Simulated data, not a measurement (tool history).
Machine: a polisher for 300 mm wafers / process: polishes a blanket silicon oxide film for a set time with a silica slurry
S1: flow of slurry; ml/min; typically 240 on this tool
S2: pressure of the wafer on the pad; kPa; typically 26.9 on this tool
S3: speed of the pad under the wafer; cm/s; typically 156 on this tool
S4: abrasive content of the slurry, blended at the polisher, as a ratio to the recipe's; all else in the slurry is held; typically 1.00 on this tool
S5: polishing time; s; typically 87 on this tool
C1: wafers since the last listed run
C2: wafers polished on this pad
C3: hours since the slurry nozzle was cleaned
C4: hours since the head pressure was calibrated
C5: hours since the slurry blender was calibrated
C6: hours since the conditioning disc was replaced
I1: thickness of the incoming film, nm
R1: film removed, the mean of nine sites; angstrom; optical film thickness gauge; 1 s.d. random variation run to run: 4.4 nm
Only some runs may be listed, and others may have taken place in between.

run	hour	S1	S2	S3	S4	S5	C1	C2	C3	C4	C5	C6	I1	R1
1	0.0	240	26.9	156	1.00	87	0	1448	130.0	631.9	76.0	284.9	1083.4	3122
2	61.9	240	26.9	156	1.00	87	457	1905	191.9	693.8	137.9	346.8	1098.8	3057
3	105.5	240	26.9	156	1.00	87	322	2227	235.5	737.4	181.5	390.4	1124.7	3173
# hour 149.4: conditioning disc replaced and pad reconditioned
4	150.9	240	26.9	156	1.00	87	320	2548	280.9	782.8	226.9	1.5	1108.3	3106
# hour 200.5: worn pad replaced by a new one
5	201.0	240	26.9	156	1.00	87	340	3	331.0	832.9	277.0	51.6	1115.5	3175
6	245.9	240	26.9	156	0.75	87	331	335	375.9	877.8	321.9	96.5	1113.9	2800
# hour 252.8: slurry nozzle cleaned
# hour 267.7: slurry blender recalibrated
7	294.9	240	36.5	156	1.20	87	339	675	42.1	926.8	27.2	145.5	1102.4	4503
8	509.6	240	26.9	202	0.80	87	1585	2260	256.8	1141.5	241.9	360.2	1111.9	3583
# hour 535.1: conditioning disc replaced and pad reconditioned
# hour 572.1: head pressure recalibrated
9	585.7	240	26.9	156	1.00	87	532	2793	332.9	13.6	318.0	50.6	1078.4	3134
# hour 598.0: slurry nozzle cleaned
# hour 624.1: slurry blender recalibrated
10	624.6	185	18.6	180	0.75	87	265	3058	26.6	52.5	0.5	89.5	1091.9	2078
# hour 656.8: worn pad replaced by a new one
11	681.9	240	30.3	156	1.00	76	393	185	83.9	109.8	57.8	146.8	1097.8	3132
12	710.3	280	21.4	204	1.00	113	209	395	112.3	138.2	86.2	175.2	1102.4	4155
13	766.2	265	22.8	156	1.20	61	412	808	168.2	194.1	142.1	231.1	1103.2	2011
14	793.1	240	26.9	156	0.85	87	198	1006	195.1	221.0	169.0	258.0	1099.2	2977
15	827.5	240	26.9	156	1.00	87	254	1260	229.5	255.4	203.4	292.4	1097.3	3107
16	867.4	240	26.9	156	1.00	87	294	1555	269.4	295.3	243.3	332.3	1099.9	3133
# hour 890.7: conditioning disc replaced and pad reconditioned
17	892.1	240	26.9	156	1.00	87	167	1723	294.1	320.0	268.0	1.4	1119.5	3161
18	929.7	320	26.9	156	0.80	87	277	2000	331.7	357.6	305.6	39.0	1121.7	2909
# hour 973.5: slurry nozzle cleaned
# hour 994.6: slurry blender recalibrated
19	995.1	240	22.8	178	0.85	78	460	2461	21.6	423.0	0.5	104.4	1089.7	2549
20	1034.0	200	20.0	156	1.20	87	287	2749	60.5	461.9	39.4	143.3	1096.1	2427
# hour 1062.0: worn pad replaced by a new one
21	1074.7	240	26.9	156	1.00	87	271	93	101.2	502.6	80.1	184.0	1117.9	3165
22	1114.4	185	26.9	156	1.15	62	293	386	140.9	542.3	119.8	223.7	1109.0	2257
23	1166.1	240	33.8	200	0.70	72	381	768	192.6	594.0	171.5	275.4	1093.5	3568
24	1200.3	240	26.9	156	1.00	87	252	1021	226.8	628.2	205.7	309.6	1102.1	3117
25	1260.8	305	26.9	156	1.15	109	446	1468	287.3	688.7	266.2	370.1	1100.7	4351
# hour 1276.6: conditioning disc replaced and pad reconditioned
26	1313.5	240	17.2	156	1.00	87	374	1842	340.0	741.4	318.9	36.9	1086.6	2033

Run-by-run hidden state of the tool:
removal rate lost through wear of the pad, %: 0 in every run
slurry flow missing at the pad, %: 0 in every run
deviation of the head's pressure from its setpoint, %: 0 in every run
abrasive missing from the slurry, %: 0 in every run
time polished since the conditioner stopped cutting, s: 0 in every run
